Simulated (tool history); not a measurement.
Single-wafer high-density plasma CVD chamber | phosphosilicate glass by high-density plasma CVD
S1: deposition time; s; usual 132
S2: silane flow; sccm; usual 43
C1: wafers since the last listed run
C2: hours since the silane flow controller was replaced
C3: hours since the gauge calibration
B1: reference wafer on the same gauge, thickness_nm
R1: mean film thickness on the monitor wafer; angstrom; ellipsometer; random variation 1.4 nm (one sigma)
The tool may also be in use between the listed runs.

run,hour,S1,S2,C1,C2,C3,B1,R1
1,0.0,132,43,0,3104.4,160.3,429.787,5312.15
2,18.4,132,43,109,3122.8,178.7,429.896,5316.36
3,32.7,132,43,84,3137.1,193.0,430.219,5313.87
4,57.3,132,43,145,3161.7,217.6,430.158,5311.62
5,85.9,132,43,169,3190.3,246.2,429.696,5355.96
6,118.3,132,43,192,3222.7,278.6,429.891,5350.83
7,134.2,132,37,94,3238.6,294.5,430.093,4610.38
8,159.7,145,43,151,3264.1,320.0,429.961,5896.82
9,185.6,145,43,153,3290.0,345.9,430.221,5891.01
10,216.1,145,43,180,3320.5,376.4,430.188,5865.27
11,228.7,132,45,74,3333.1,389.0,429.863,5619.70
12,242.7,132,45,83,3347.1,403.0,430.083,5608.98
13,275.5,132,43,194,3379.9,435.8,429.985,5370.59
14,293.6,132,43,107,3398.0,453.9,430.097,5337.62
15,328.9,132,43,209,3433.3,489.2,429.487,5385.40
16,364.3,119,46,209,3468.7,524.6,429.968,5194.97
17,382.4,119,46,107,3486.8,542.7,429.626,5194.81
18,414.1,112,40,188,3518.5,574.4,430.144,4275.06
19,443.4,107,35,173,3547.8,603.7,430.227,3556.43
20,459.0,151,35,92,3563.4,619.3,429.792,5030.79
21,491.7,132,43,193,3596.1,652.0,429.928,5411.60
22,516.9,155,50,149,3621.3,677.2,429.795,7394.52
23,537.3,141,43,120,3641.7,697.6,429.964,5795.85
24,560.3,152,50,136,3664.7,720.6,429.907,7268.01
# hour 567.7: gauge calibrated
# hour 582.6: silane flow controller replaced
25,583.1,147,49,87,0.5,15.4,429.597,6449.64
26,606.8,145,43,140,24.2,39.1,430.144,5577.48
27,625.3,132,43,109,42.7,57.6,430.000,5058.66
28,660.2,132,43,206,77.6,92.5,429.796,5093.24
29,679.3,106,35,113,96.7,111.6,430.323,3347.71
30,699.5,120,36,119,116.9,131.8,430.305,3873.85
31,747.0,132,43,281,164.4,179.3,429.531,5083.15
32,760.5,144,50,80,177.9,192.8,430.099,6473.79
33,791.3,121,49,182,208.7,223.6,429.812,5332.42
34,804.4,120,35,77,221.8,236.7,430.193,3768.79
35,817.8,132,37,79,235.2,250.1,430.119,4392.16

Forecast each of these 4 alternatives for the next run:
A,818.2,144,43,2,235.6,250.5,?,?
B,818.2,124,45,2,235.6,250.5,?,?
C,818.2,112,43,2,235.6,250.5,?,?
D,818.2,132,38,2,235.6,250.5,?,?

run,B1,R1
A,429.505,5555.84
B,429.505,5006.71
C,429.505,4321.21
D,429.505,4500.66
Without the tool's hidden state the same runs would have given:
run,R1
A,5544.05
B,4996.09
C,4312.04
D,4491.11

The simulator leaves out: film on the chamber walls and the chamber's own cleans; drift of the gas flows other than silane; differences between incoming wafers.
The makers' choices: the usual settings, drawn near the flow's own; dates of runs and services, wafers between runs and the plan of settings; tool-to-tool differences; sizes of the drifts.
